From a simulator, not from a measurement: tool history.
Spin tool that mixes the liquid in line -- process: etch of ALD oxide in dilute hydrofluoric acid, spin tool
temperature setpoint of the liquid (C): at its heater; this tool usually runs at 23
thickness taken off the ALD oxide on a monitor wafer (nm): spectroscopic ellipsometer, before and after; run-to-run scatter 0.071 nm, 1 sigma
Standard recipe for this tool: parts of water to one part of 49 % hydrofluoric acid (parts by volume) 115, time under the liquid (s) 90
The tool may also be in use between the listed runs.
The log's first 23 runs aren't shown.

run,hour,temperature setpoint of the liquid (C),parts of water to one part of 49 % hydrofluoric acid (parts by volume),time under the liquid (s),wafers since the last listed run,hours since the thermometer was replaced,hours since the hydrofluoric acid flow meter was replaced,hours since the gauge calibration,"read-back film thickness of the ALD oxide reference wafer, read on the same gauge (nm)",thickness taken off the ALD oxide on a monitor wafer (nm)
24,1262.4,23,115,90,669,2383,188.5,322.3,149.99,8.74
25,1298.7,23,115,90,514,2419.3,224.8,358.6,150.01,8.56
26,1338.2,26.5,170,45,559,2458.8,264.3,398.1,150.03,3.13
# hour 1380.3: thermometer replaced
27,1390.7,23,115,90,729,10.4,316.8,450.6,149.97,8.62
28,1594.4,18.5,160,35,2885,214.1,520.5,654.3,150.02,1.9
29,1716.1,23,95,90,1723,335.8,642.2,776,149.95,10.62
30,1750.1,26,140,90,481,369.8,676.2,810,149.97,7.85
31,1806.4,23,115,90,797,426.1,732.5,866.3,150.01,8.64
32,1838.5,25,70,110,454,458.2,764.6,898.4,150.01,19.73
33,1898.5,26,60,130,849,518.2,824.6,958.4,150.03,28.57

5 options for the next run, each taken on its own from the tool as it stands now. Forecast them:
A,1898.9,23,115,90,5,518.6,825,958.8,?,?
B,1898.9,20,90,70,5,518.6,825,958.8,?,?
C,1898.9,18.5,160,90,5,518.6,825,958.8,?,?
D,1898.9,18.5,165,105,5,518.6,825,958.8,?,?
E,1898.9,24.5,115,70,5,518.6,825,958.8,?,?

run,"read-back film thickness of the ALD oxide reference wafer, read on the same gauge (nm)",thickness taken off the ALD oxide on a monitor wafer (nm)
A,150.01,8.57
B,150.01,7.76
C,150.01,4.9
D,150.01,5.52
E,150.01,7.07
With the hidden condition removed and each run's random variation left untouched, the same runs would have given:
run,thickness taken off the ALD oxide on a monitor wafer (nm)
A,8.57
B,7.76
C,4.9
D,5.52
E,7.07
